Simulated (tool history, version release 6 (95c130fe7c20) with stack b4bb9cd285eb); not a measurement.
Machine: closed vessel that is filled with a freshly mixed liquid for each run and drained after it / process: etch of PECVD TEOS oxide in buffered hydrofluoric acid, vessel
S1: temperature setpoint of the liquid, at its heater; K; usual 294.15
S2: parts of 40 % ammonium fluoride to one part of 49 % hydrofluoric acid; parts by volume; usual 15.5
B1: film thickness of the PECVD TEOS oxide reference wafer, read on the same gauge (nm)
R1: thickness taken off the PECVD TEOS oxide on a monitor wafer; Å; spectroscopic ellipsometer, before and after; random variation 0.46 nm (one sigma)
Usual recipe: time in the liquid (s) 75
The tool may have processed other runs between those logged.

{"run": 1, "hour": 0.0, "S1": 294.15, "S2": 15.5, "time in the liquid (s)": 75, "B1": 50, "R1": 629.8}
{"run": 2, "hour": 35.0, "S1": 294.15, "S2": 15.5, "time in the liquid (s)": 75, "B1": 49.98, "R1": 618.3}
{"run": 3, "hour": 92.6, "S1": 294.15, "S2": 15.5, "time in the liquid (s)": 75, "B1": 50.01, "R1": 623.3}
{"run": 4, "hour": 163.9, "S1": 294.15, "S2": 15.5, "time in the liquid (s)": 75, "B1": 50.01, "R1": 622.4}
{"run": 5, "hour": 221.4, "S1": 294.15, "S2": 15.5, "time in the liquid (s)": 75, "B1": 50.02, "R1": 619.5}
{"run": 6, "hour": 250.8, "S1": 294.15, "S2": 19.5, "time in the liquid (s)": 75, "B1": 50.02, "R1": 492.3}
{"run": 7, "hour": 319.6, "S1": 294.15, "S2": 15.5, "time in the liquid (s)": 75, "B1": 49.99, "R1": 613.8}
{"run": 8, "hour": 356.0, "S1": 294.15, "S2": 15.5, "time in the liquid (s)": 75, "B1": 50.01, "R1": 618.6}
{"run": 9, "hour": 417.7, "S1": 294.15, "S2": 15.5, "time in the liquid (s)": 75, "B1": 50, "R1": 618}
{"run": 10, "hour": 472.6, "S1": 294.15, "S2": 15.5, "time in the liquid (s)": 110, "B1": 50.01, "R1": 905.3}
{"run": 11, "hour": 542.2, "S1": 294.15, "S2": 19, "time in the liquid (s)": 75, "B1": 49.98, "R1": 495.9}
{"run": 12, "hour": 591.0, "S1": 294.15, "S2": 19, "time in the liquid (s)": 75, "B1": 50.01, "R1": 503.4}
{"run": 13, "hour": 632.5, "S1": 294.15, "S2": 15.5, "time in the liquid (s)": 115, "B1": 49.97, "R1": 936.6}
{"run": 14, "hour": 681.7, "S1": 290.65, "S2": 15.5, "time in the liquid (s)": 115, "B1": 50.01, "R1": 763.2}
{"run": 15, "hour": 717.7, "S1": 292.65, "S2": 10, "time in the liquid (s)": 95, "B1": 50.03, "R1": 1095.1}
{"run": 16, "hour": 754.5, "S1": 294.15, "S2": 15.5, "time in the liquid (s)": 75, "B1": 50.02, "R1": 601.7}
{"run": 17, "hour": 819.1, "S1": 294.15, "S2": 15.5, "time in the liquid (s)": 30, "B1": 49.99, "R1": 241.3}
{"run": 18, "hour": 852.7, "S1": 294.15, "S2": 15.5, "time in the liquid (s)": 75, "B1": 50.01, "R1": 607.8}
{"run": 19, "hour": 923.9, "S1": 292.65, "S2": 10, "time in the liquid (s)": 95, "B1": 49.99, "R1": 1082.8}
{"run": 20, "hour": 950.9, "S1": 296.15, "S2": 15.5, "time in the liquid (s)": 75, "B1": 50.01, "R1": 675.8}
{"run": 21, "hour": 1003.8, "S1": 294.15, "S2": 15.5, "time in the liquid (s)": 75, "B1": 50.03, "R1": 605.8}
{"run": 22, "hour": 1028.6, "S1": 290.15, "S2": 15.5, "time in the liquid (s)": 75, "B1": 50.01, "R1": 482.6}
{"run": 23, "hour": 1094.4, "S1": 294.15, "S2": 10, "time in the liquid (s)": 35, "B1": 50.05, "R1": 453.2}
{"run": 24, "hour": 1280.5, "S1": 296.65, "S2": 15.5, "time in the liquid (s)": 75, "B1": 50.02, "R1": 712.6}
{"run": 25, "hour": 1318.8, "S1": 294.15, "S2": 18.5, "time in the liquid (s)": 75, "B1": 50.01, "R1": 534.2}

Taken out of this log: 4 entries between the listed runs. Where each belongs, and how the hidden state differs across it:
After run 8, before run 9: gauge calibrated (hour 375.8)
  liquid colder than its thermometer reads (K): 0.582 -> 0.616
  difference, measured minus the result without the unlogged condition, R1: -20.4 -> -21.7 Å
After run 20, before run 21: hydrofluoric acid flow meter replaced (hour 969)
  liquid colder than its thermometer reads (K): 0.917 -> 0.947
  difference, measured minus the result without the unlogged condition, R1: -35.2 -> -33.1 Å
After run 22, before run 23: gauge calibrated (hour 1033.1); thermometer replaced (hour 1038.5)
  liquid colder than its thermometer reads (K): 0.961 -> 0.157
  difference, measured minus the result without the unlogged condition, R1: -27.3 -> -4.1 Å
